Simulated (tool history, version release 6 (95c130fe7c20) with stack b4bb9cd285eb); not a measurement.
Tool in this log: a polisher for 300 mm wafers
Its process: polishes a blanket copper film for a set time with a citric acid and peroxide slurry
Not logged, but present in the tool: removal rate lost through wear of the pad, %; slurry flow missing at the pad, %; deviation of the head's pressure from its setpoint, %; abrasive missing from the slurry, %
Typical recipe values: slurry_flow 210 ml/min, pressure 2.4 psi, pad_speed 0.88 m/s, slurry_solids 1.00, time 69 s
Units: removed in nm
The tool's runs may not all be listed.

run,hour,slurry_flow,pressure,pad_speed,slurry_solids,time,wafers since the last listed run,wafers polished on this pad,hours since the slurry nozzle was cleaned,hours since the head pressure was calibrated,hours since the slurry blender was calibrated,"incoming thickness of the incoming film, nm",removed
1,0.0,210,2.6,0.96,1.00,69,0,1685,3.2,835.2,286.0,579.3,120.5
# hour 71.0: slurry blender recalibrated
# hour 87.1: worn pad replaced by a new one
2,104.7,210,2.6,0.96,1.00,69,1126,200,107.9,939.9,33.7,590.6,118.7
3,135.1,210,2.6,0.96,1.00,69,346,547,138.3,970.3,64.1,590.5,117.2
# hour 186.6: slurry nozzle cleaned
4,218.2,210,2.4,0.88,1.00,69,936,1483,31.6,1053.4,147.2,595.3,104.0
5,230.6,210,2.4,0.88,1.00,69,141,1625,44.0,1065.8,159.6,589.2,105.1
6,248.1,210,2.4,0.88,1.00,69,199,1825,61.5,1083.3,177.1,584.5,104.9
# hour 274.6: worn pad replaced by a new one
7,281.3,210,2.4,0.88,1.00,69,333,75,94.7,1116.5,210.3,585.1,103.4
8,316.1,210,2.4,0.88,1.00,69,397,473,129.5,1151.3,245.1,597.1,103.5
9,349.9,210,2.4,0.88,1.00,69,385,858,163.3,1185.1,278.9,598.5,101.4
10,383.2,210,2.4,0.88,1.00,69,379,1238,196.6,1218.4,312.2,587.8,100.7
# hour 407.4: slurry nozzle cleaned
11,416.0,210,2.4,0.88,1.00,69,362,1601,8.6,1251.2,345.0,582.9,105.8
12,450.2,210,2.4,0.88,1.00,69,390,1991,42.8,1285.4,379.2,588.0,103.9
13,484.6,210,2.8,1.08,0.85,91,392,2383,77.2,1319.8,413.6,582.6,179.7
# hour 488.7: slurry blender recalibrated
# hour 502.5: worn pad replaced by a new one
# hour 508.3: head pressure recalibrated
14,519.2,210,2.0,0.88,1.00,69,303,167,111.8,10.9,30.5,587.3,87.1
15,534.1,210,2.4,0.88,1.00,69,169,337,126.7,25.8,45.4,597.9,103.0
16,562.1,210,2.4,0.88,0.90,80,319,657,154.7,53.8,73.4,580.7,117.1
17,594.2,210,2.4,0.88,1.00,69,366,1023,186.8,85.9,105.5,588.5,100.6
18,623.1,210,2.1,0.70,1.00,81,329,1352,215.7,114.8,134.4,583.1,87.3
19,638.7,210,2.4,0.88,1.00,69,177,1530,231.3,130.4,150.0,593.6,98.2
# hour 639.8: slurry nozzle cleaned
20,664.5,210,2.6,0.96,1.00,69,282,1813,24.7,156.2,175.8,589.9,120.0
21,685.2,210,1.7,0.88,1.00,69,236,2049,45.4,176.9,196.5,590.3,77.0
22,700.2,210,2.7,1.04,1.00,69,171,2221,60.4,191.9,211.5,594.8,131.1
23,729.1,210,2.4,0.88,1.00,69,329,2550,89.3,220.8,240.4,600.7,104.4
# hour 746.6: worn pad replaced by a new one
24,754.2,140,2.4,0.88,1.00,83,240,87,114.4,245.9,265.5,597.8,115.5
25,774.7,240,2.4,1.00,1.00,82,233,320,134.9,266.4,286.0,585.5,138.3
26,794.7,210,2.4,0.88,1.00,69,228,549,154.9,286.4,306.0,596.9,100.3
27,822.3,210,2.4,0.70,1.00,69,314,864,182.5,314.0,333.6,584.5,84.3
28,843.2,210,2.1,0.88,1.00,69,238,1102,203.4,334.9,354.5,586.8,89.8
# hour 848.3: slurry blender recalibrated
29,870.7,210,2.4,0.88,1.00,69,290,1393,230.9,362.4,22.4,591.1,98.4
# hour 886.4: slurry nozzle cleaned
30,899.1,210,2.4,0.88,1.00,69,312,1705,12.7,390.8,50.8,587.0,104.4
31,921.4,145,2.4,0.88,1.00,69,254,1960,35.0,413.1,73.1,591.2,99.4

Some steps in removed, run to run, broken into two amounts with sign: the step expected even without the hidden condition (settings, incoming material, random variation), and the rest, left for the hidden condition together with whatever gauge scatter is not in both the measured and the hidden-condition-free result:
Run 10 -> 11: slurry nozzle cleaned. removed +5.1 nm: hidden state +4.5, all else +0.6.
Run 12 -> 13: pressure 2.4 -> 2.8, pad_speed 0.88 -> 1.08, slurry_solids 1.00 -> 0.85, time 69 -> 91. removed +75.8 nm: hidden state -0.9, all else +76.7.
Run 13 -> 14: pressure 2.8 -> 2.0, pad_speed 1.08 -> 0.88, slurry_solids 0.85 -> 1.00, time 91 -> 69, slurry blender recalibrated, worn pad replaced by a new one, head pressure recalibrated. removed -92.6 nm: hidden state +0.1, all else -92.7.
Run 19 -> 20: pressure 2.4 -> 2.6, pad_speed 0.88 -> 0.96, slurry nozzle cleaned. removed +21.8 nm: hidden state +6.6, all else +15.2.
Run 21 -> 22: pressure 1.7 -> 2.7, pad_speed 0.88 -> 1.04. removed +54.1 nm: hidden state -0.5, all else +54.6.
Run 29 -> 30: slurry nozzle cleaned. removed +6.0 nm: hidden state +6.8, all else -0.8.
